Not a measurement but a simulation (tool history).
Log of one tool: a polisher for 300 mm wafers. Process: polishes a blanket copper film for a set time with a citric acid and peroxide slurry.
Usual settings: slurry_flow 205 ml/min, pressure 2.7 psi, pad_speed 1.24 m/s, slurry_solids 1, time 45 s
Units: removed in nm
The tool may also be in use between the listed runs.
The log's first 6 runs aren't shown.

run	hour	slurry_flow	pressure	pad_speed	slurry_solids	time	incoming thickness of the incoming film, nm	removed
7	71.1	205	2.4	1.24	1	36	1255	82.6
8	86.3	205	2.4	1.24	1	36	1227	84.8
9	102.5	205	2.4	1.24	1	36	1219.5	84.7
10	119.3	205	2.7	1.24	1	45	1233.5	114.5
11	132.3	205	2.7	1.24	1	45	1235.3	112.1
# hour 141.5: slurry nozzle cleaned
12	143.7	205	2.7	1.24	1	45	1239.2	111.2
13	154.2	205	2.7	1.24	1	45	1225.4	108.4
# hour 158.9: head pressure recalibrated
# hour 160.5: worn pad replaced by a new one
14	161.1	205	2.7	1.24	1	45	1232.6	108.1
15	170.5	170	2.7	1.12	1	45	1236.4	97.3
16	185.5	155	3	0.98	0.75	45	1227.1	88.4
17	194.3	240	2.7	1.24	1	32	1235.9	79.1
18	202.7	155	3	0.98	0.75	45	1254.6	87.2
19	213.4	275	2.7	1.62	0.8	60	1227.3	188.1

Forecast run 20:
20	224	205	3.5	1.24	1	45	1230.6	?

removed: 138.6 nm
Without the tool's hidden state the same run would have given removed 137 nm.
